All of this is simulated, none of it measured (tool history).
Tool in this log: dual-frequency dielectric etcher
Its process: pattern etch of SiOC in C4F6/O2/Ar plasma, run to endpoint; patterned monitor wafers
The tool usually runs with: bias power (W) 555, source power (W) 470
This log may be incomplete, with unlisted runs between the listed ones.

run,hour,bias power (W),source power (W),wafers since the last listed run,hours since the last wet clean,hours since the last bias power generator calibration,hours since the last source power generator calibration,hours since the last upper electrode change,"incoming incoming film thickness, nm",endpoint time (s)
1,0.0,555,470,0,247.4,3377.4,1963.8,2194.8,32.43,9.7
2,22.6,555,470,396,270.0,3400.0,1986.4,2217.4,32.88,9.9
3,42.5,555,470,348,289.9,3419.9,2006.3,2237.3,32.50,9.8
4,72.1,555,410,518,319.5,3449.5,2035.9,2266.9,33.14,10.5
5,98.7,646,470,466,346.1,3476.1,2062.5,2293.5,33.01,9.2
# hour 117.7: source power generator calibrated
6,162.1,646,470,1041,409.5,3539.5,44.4,2356.9,33.06,9.3
# hour 187.3: bias power generator calibrated
7,197.1,646,470,543,444.5,9.8,79.4,2391.9,32.87,9.3
# hour 226.1: upper electrode replaced
8,230.2,555,570,159,477.6,42.9,112.5,4.1,32.38,9.3
9,257.0,555,470,469,504.4,69.7,139.3,30.9,33.20,10.1
10,275.9,619,350,331,523.3,88.6,158.2,49.8,32.66,10.4
# hour 306.7: wet clean of the chamber
11,307.2,641,580,127,0.5,119.9,189.5,81.1,32.88,8.4
12,332.5,555,470,443,25.8,145.2,214.8,106.4,32.90,9.7
13,358.3,600,420,452,51.6,171.0,240.6,132.2,32.68,9.6
14,391.7,675,530,585,85.0,204.4,274.0,165.6,32.84,8.5

Predict each of these 4 candidate next runs independently; none follows another, all start after run 14:
A,392.1,555,470,7,85.4,204.8,274.4,166.0,32.46,?
B,392.1,614,410,7,85.4,204.8,274.4,166.0,32.46,?
C,392.1,555,530,7,85.4,204.8,274.4,166.0,32.46,?
D,392.1,659,430,7,85.4,204.8,274.4,166.0,32.46,?

run,endpoint time (s)
A,9.7
B,9.6
C,9.3
D,9.1
Without the tool's unlogged condition, the same runs would have read:
run,endpoint time (s)
A,9.6
B,9.5
C,9.2
D,9.0

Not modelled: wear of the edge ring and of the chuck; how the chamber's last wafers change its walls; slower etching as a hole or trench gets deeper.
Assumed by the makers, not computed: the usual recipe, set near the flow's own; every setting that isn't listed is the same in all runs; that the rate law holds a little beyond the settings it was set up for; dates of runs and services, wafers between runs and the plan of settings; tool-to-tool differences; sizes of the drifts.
